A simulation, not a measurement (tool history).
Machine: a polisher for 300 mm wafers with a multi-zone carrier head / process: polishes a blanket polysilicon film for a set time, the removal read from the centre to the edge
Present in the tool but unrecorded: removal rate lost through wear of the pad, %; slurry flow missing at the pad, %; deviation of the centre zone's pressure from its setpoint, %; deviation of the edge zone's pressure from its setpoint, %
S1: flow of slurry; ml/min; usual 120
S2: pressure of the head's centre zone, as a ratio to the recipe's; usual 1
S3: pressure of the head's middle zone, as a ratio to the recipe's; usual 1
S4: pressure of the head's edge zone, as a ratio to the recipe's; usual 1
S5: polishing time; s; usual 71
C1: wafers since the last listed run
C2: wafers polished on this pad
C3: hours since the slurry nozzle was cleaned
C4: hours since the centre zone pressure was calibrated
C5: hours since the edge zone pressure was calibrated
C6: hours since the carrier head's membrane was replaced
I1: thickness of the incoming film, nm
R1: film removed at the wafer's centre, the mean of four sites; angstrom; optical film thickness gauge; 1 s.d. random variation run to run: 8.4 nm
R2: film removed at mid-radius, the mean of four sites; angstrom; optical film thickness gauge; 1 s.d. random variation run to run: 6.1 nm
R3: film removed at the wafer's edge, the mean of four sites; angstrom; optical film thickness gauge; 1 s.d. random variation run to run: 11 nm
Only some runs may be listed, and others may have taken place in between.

run     day   S1    S2    S3    S4  S5   C1    C2     C3     C4     C5      C6      I1    R1    R2    R3
  1       0  120     1     1     1  71    0   663  104.2  571.1  201.9   648.9  1829.9  6155  6152  6540
  2   1.188  120     1     1     1  71  222   885  132.7  599.6  230.4   677.4  1809.9  6003  5922  6449
      2.212  -- worn pad replaced by a new one
  3   2.358  120     1     1     1  71  188    27  160.8  627.7  258.5   705.5    1842  6591  6513  6779
  4   3.438  120     1     1     1  71  202   229  186.7  653.6  284.4   731.4  1841.8  6203  6145  6536
  5   7.292  120     1     1     1  71  722   951  279.2  746.1  376.9   823.9  1828.9  5733  5698  6062
      8.058  -- worn pad replaced by a new one
  6   8.079  120     1     1     1  71  116     4  298.1    765  395.8   842.8  1822.9  6481  6431  6851
  7   9.067  120     1  0.92     1  71  185   189  321.8  788.7  419.5   866.5  1857.4  6119  5662  6529
      9.808  -- centre zone pressure recalibrated
  8  10.271  120     1  0.92     1  71  210   399  350.7   11.1  448.4   895.4  1864.9  5853  5492  6404
  9  11.196  120     1     1     1  71  173   572  372.9   33.3  470.6   917.6  1853.4  5764  5747  6253
 10  12.425  120     1     1     1  71  230   803  402.4   62.8  500.1   947.1  1814.9  5696  5764  6017
 11  13.004  120     1     1     1  71  108   911  416.3   76.7    514     961  1832.4  5672  5684  6269
 12  13.767  120     1  1.04   0.9  71  142  1054  434.6     95  532.3   979.3  1832.6  5774  5838  5855
     14.138  -- worn pad replaced by a new one
 13  15.183  105     1     1     1  71  234   196  468.6    129  566.3  1013.3  1835.3  5806  5790  6411
 14  16.171  120  0.91     1     1  71  185   381  492.3  152.7    590    1037  1836.3  5438  5935  6285
     16.229  -- slurry nozzle cleaned
     17.554  -- carrier head's membrane replaced by a new one
 15  17.575  120     1     1     1  71  216   597   32.3  186.4  623.7     0.5  1835.5  6563  6343  6606
 16  18.258  130  1.09     1     1  71  128   726   48.7  202.8  640.1    16.9  1816.3  6953  6314  6732
       18.8  -- worn pad replaced by a new one
 17  18.871  120     1     1     1  71   83    13   63.4  217.5  654.8    31.6  1818.6  6984  6772  7452
      19.05  -- edge zone pressure recalibrated
 18  20.117  120     1     1     1  60  217   231   93.3  247.4   25.6    61.5  1835.6  5466  5478  5742
 19  21.138  120     1   0.9     1  71  191   422  117.8  271.9   50.1      86  1844.4  6369  5653  6622
 20   22.15  140     1  1.05     1  71  189   612  142.1  296.2   74.4   110.3  1809.7  6390  6486  6494
 21  23.029  120     1     1     1  71  164   776  163.2  317.3   95.5   131.4  1848.6  6095  6080  6379
 22  23.888  120     1   1.1  1.03  60  160   937  183.8  337.9  116.1     152  1837.1  5124  5583  5322

What if the next run were any one of these 4? Each begins from the tool's condition after run 22:
  A  23.904   90     1     1     1  71   3  941  184.2  338.3  116.5  152.4  1809.1   ?   ?   ?
  B  23.904  160  1.05  1.07  0.96  71   3  941  184.2  338.3  116.5  152.4  1809.1   ?   ?   ?
  C  23.904  100  1.11     1  1.07  54   3  941  184.2  338.3  116.5  152.4  1809.1   ?   ?   ?
  D  23.904  120     1     1  1.08  50   3  941  184.2  338.3  116.5  152.4  1809.1   ?   ?   ?

run    R1    R2    R3
  A  5752  5705  6193
  B  6816  6706  6516
  C  4974  4424  4925
  D  4312  4240  4685
Take away the tool's hidden state, keep each run's random variation, and the runs would have read:
run    R1    R2    R3
  A  6997  6873  7308
  B  8112  7935  7612
  C  6025  5312  5802
  D  5186  5061  5501
